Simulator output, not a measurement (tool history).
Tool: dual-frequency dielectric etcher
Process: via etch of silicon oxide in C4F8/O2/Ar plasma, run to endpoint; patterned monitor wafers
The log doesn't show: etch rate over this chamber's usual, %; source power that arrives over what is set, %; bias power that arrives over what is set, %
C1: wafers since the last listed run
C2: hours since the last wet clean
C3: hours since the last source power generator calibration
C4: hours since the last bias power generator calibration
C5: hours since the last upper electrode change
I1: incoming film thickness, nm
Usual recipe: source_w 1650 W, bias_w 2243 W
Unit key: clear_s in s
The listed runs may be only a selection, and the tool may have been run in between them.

run 1 hour=0.0 | source_w=1650 bias_w=2243 | C1=0 C2=249.0 C3=3992.3 C4=2199.5 C5=3618.5 | I1=1418.8 | clear_s=277.3
run 2 hour=73.8 | source_w=1650 bias_w=2243 | C1=382 C2=322.8 C3=4066.1 C4=2273.3 C5=3692.3 | I1=1421.9 | clear_s=276.1
-- hour=173.5 wet clean of the chamber
run 3 hour=174.0 | source_w=1650 bias_w=2243 | C1=395 C2=0.5 C3=4166.3 C4=2373.5 C5=3792.5 | I1=1419.2 | clear_s=291.0
run 4 hour=234.7 | source_w=1650 bias_w=2243 | C1=314 C2=61.2 C3=4227.0 C4=2434.2 C5=3853.2 | I1=1421.6 | clear_s=289.4
run 5 hour=315.7 | source_w=1650 bias_w=2243 | C1=420 C2=142.2 C3=4308.0 C4=2515.2 C5=3934.2 | I1=1425.6 | clear_s=285.6
run 6 hour=383.8 | source_w=1960 bias_w=2243 | C1=353 C2=210.3 C3=4376.1 C4=2583.3 C5=4002.3 | I1=1419.1 | clear_s=264.5
run 7 hour=443.3 | source_w=1960 bias_w=2243 | C1=308 C2=269.8 C3=4435.6 C4=2642.8 C5=4061.8 | I1=1414.6 | clear_s=259.8
run 8 hour=526.8 | source_w=1960 bias_w=2243 | C1=433 C2=353.3 C3=4519.1 C4=2726.3 C5=4145.3 | I1=1419.6 | clear_s=254.4
-- hour=597.6 wet clean of the chamber
run 9 hour=598.1 | source_w=1650 bias_w=2243 | C1=245 C2=0.5 C3=4590.4 C4=2797.6 C5=4216.6 | I1=1421.6 | clear_s=289.1
run 10 hour=658.8 | source_w=1440 bias_w=2439 | C1=314 C2=61.2 C3=4651.1 C4=2858.3 C5=4277.3 | I1=1419.5 | clear_s=293.3
-- hour=705.2 upper electrode replaced
run 11 hour=727.3 | source_w=1650 bias_w=2243 | C1=230 C2=129.7 C3=4719.6 C4=2926.8 C5=22.1 | I1=1398.0 | clear_s=279.7
run 12 hour=788.9 | source_w=1320 bias_w=2243 | C1=319 C2=191.3 C3=4781.2 C4=2988.4 C5=83.7 | I1=1410.8 | clear_s=305.8
run 13 hour=869.3 | source_w=1650 bias_w=2243 | C1=416 C2=271.7 C3=4861.6 C4=3068.8 C5=164.1 | I1=1417.3 | clear_s=278.4
-- hour=964.3 wet clean of the chamber
-- hour=975.7 source power generator calibrated
run 14 hour=976.2 | source_w=1510 bias_w=2694 | C1=409 C2=11.9 C3=0.5 C4=3175.7 C5=271.0 | I1=1429.2 | clear_s=279.8
-- hour=1058.1 bias power generator calibrated
run 15 hour=1274.3 | source_w=1460 bias_w=2459 | C1=1525 C2=310.0 C3=298.6 C4=216.2 C5=569.1 | I1=1413.6 | clear_s=280.3
-- hour=1322.3 wet clean of the chamber
run 16 hour=1322.8 | source_w=1490 bias_w=2602 | C1=127 C2=0.5 C3=347.1 C4=264.7 C5=617.6 | I1=1415.2 | clear_s=279.6
run 17 hour=1365.9 | source_w=1840 bias_w=1925 | C1=223 C2=43.6 C3=390.2 C4=307.8 C5=660.7 | I1=1422.5 | clear_s=292.3
run 18 hour=1452.9 | source_w=1540 bias_w=1824 | C1=451 C2=130.6 C3=477.2 C4=394.8 C5=747.7 | I1=1422.2 | clear_s=320.4

Hidden state at the last listed run before each entry between runs and at the first one after, where it differs:
Between runs 2 and 3: wet clean of the chamber (hour 173.5)
  etch rate over this chamber's usual, %: 4.96 -> -0.544
  what was measured, less what the result would be without the hidden state, clear_s: -13.7 -> +1.5 s
Between runs 8 and 9: wet clean of the chamber (hour 597.6)
  etch rate over this chamber's usual, %: 4.51 -> -0.125
  what was measured, less what the result would be without the hidden state, clear_s: -11.4 -> +0.3 s
Between runs 10 and 11: upper electrode replaced (hour 705.2)
  etch rate over this chamber's usual, %: 0.744 -> 1.73
  what was measured, less what the result would be without the hidden state, clear_s: -2.2 -> -4.8 s
Between runs 13 and 14: wet clean of the chamber (hour 964.3); source power generator calibrated (hour 975.7)
  etch rate over this chamber's usual, %: 3.76 -> -0.54
  what was measured, less what the result would be without the hidden state, clear_s: -10.4 -> +1.5 s
Between runs 14 and 15: bias power generator calibrated (hour 1058.1)
  etch rate over this chamber's usual, %: -0.54 -> 3.73
  what was measured, less what the result would be without the hidden state, clear_s: +1.5 -> -10.4 s
Between runs 15 and 16: wet clean of the chamber (hour 1322.3)
  etch rate over this chamber's usual, %: 3.73 -> 0.00744
  what was measured, less what the result would be without the hidden state, clear_s: -10.4 -> +0.0 s
